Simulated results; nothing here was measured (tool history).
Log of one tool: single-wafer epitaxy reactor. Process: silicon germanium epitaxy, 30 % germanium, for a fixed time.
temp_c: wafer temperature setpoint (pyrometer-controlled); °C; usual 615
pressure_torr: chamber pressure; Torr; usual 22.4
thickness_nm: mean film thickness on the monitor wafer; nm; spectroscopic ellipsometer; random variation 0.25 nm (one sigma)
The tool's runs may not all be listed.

run    hour  temp_c  pressure_torr  wafers since the last listed run  hours since the last pyrometer calibration  hours since the last manometer calibration  hours since the showerhead was replaced  hours since the gauge calibration  read-back reference wafer on the same gauge, thickness_nm  thickness_nm
  1     0.0     615           22.4                                 0                                       527.8                                      1239.5                                   5774.9                              264.8                                                     73.118        74.489
  2    58.2     624           22.4                               949                                       586.0                                      1297.7                                   5833.1                              323.0                                                     72.978        85.493
  3   114.3     624           22.4                               915                                       642.1                                      1353.8                                   5889.2                              379.1                                                     72.784        84.561
  4   151.6     615           21.1                               608                                       679.4                                      1391.1                                   5926.5                              416.4                                                     72.602        72.648
  5   207.6     615           21.1                               913                                       735.4                                      1447.1                                   5982.5                              472.4                                                     72.538        72.702
  6   274.4     615           21.1                              1089                                       802.2                                      1513.9                                   6049.3                              539.2                                                     72.354        72.736
  7   302.6     626           22.4                               460                                       830.4                                      1542.1                                   6077.5                              567.4                                                     72.292        87.923
  8   341.5     626           22.4                               634                                       869.3                                      1581.0                                   6116.4                              606.3                                                     72.255        86.851
  9   401.8     626           22.4                               983                                       929.6                                      1641.3                                   6176.7                              666.6                                                     72.199        87.448
      423.0  -- pyrometer calibrated
 10   456.1     615           22.4                               755                                        33.1                                      1695.6                                   6231.0                              720.9                                                     72.197        73.740
 11   514.1     615           22.4                               946                                        91.1                                      1753.6                                   6289.0                              778.9                                                     72.130        73.274
 12   541.7     615           22.4                               450                                       118.7                                      1781.2                                   6316.6                              806.5                                                     72.080        73.542
 13   605.9     608           19.6                              1047                                       182.9                                      1845.4                                   6380.8                              870.7                                                     72.043        63.198
      648.7  -- showerhead replaced
 14   651.7     605           22.4                               616                                       228.7                                      1891.2                                      3.0                              916.5                                                     72.065        62.562
      659.4  -- gauge calibrated
 15   686.8     623           22.4                               572                                       263.8                                      1926.3                                     38.1                               27.4                                                     74.251        85.657
 16   742.7     615           22.4                               911                                       319.7                                      1982.2                                     94.0                               83.3                                                     73.899        75.466
 17   798.3     615           17.0                               907                                       375.3                                      2037.8                                    149.6                              138.9                                                     73.608        69.340
 18   847.1     615           22.4                               796                                       424.1                                      2086.6                                    198.4                              187.7                                                     73.376        74.792
      869.1  -- capacitance manometer re-zeroed and calibrated
 19   913.8     615           19.2                               957                                       490.8                                        44.7                                    265.1                              254.4                                                     73.255        71.272
 20   977.2     604           24.4                              1034                                       554.2                                       108.1                                    328.5                              317.8                                                     72.842        63.652
 21  1022.3     601           27.8                               735                                       599.3                                       153.2                                    373.6                              362.9                                                     72.861        63.482
 22  1063.0     606           20.9                               663                                       640.0                                       193.9                                    414.3                              403.6                                                     72.782        63.062
 23  1108.0     615           22.4                               734                                       685.0                                       238.9                                    459.3                              448.6                                                     72.616        73.736
 24  1132.9     622           17.3                               406                                       709.9                                       263.8                                    484.2                              473.5                                                     72.575        76.795
 25  1173.4     629           27.5                               660                                       750.4                                       304.3                                    524.7                              514.0                                                     72.500        97.703
 26  1218.7     611           27.9                               739                                       795.7                                       349.6                                    570.0                              559.3                                                     72.428        73.895

What the log doesn't show, run by run:
wafer temperature above the value expected at the setpoint (K): 0 in every run
true pressure above the setpoint (%): 0 in every run
H1: gauge reads high (%)
run      H1
  1   -1.37
  2   -1.62
  3   -1.83
  4   -1.95
  5    -2.1
  6   -2.26
  7   -2.32
  8   -2.39
  9   -2.49
 10   -2.57
 11   -2.64
 12   -2.67
 13   -2.73
 14   -2.76
 15   0.291
 16  -0.181
 17  -0.581
 18  -0.885
 19   -1.24
 20   -1.52
 21   -1.69
 22   -1.82
 23   -1.96
 24   -2.02
 25   -2.12
 26   -2.22

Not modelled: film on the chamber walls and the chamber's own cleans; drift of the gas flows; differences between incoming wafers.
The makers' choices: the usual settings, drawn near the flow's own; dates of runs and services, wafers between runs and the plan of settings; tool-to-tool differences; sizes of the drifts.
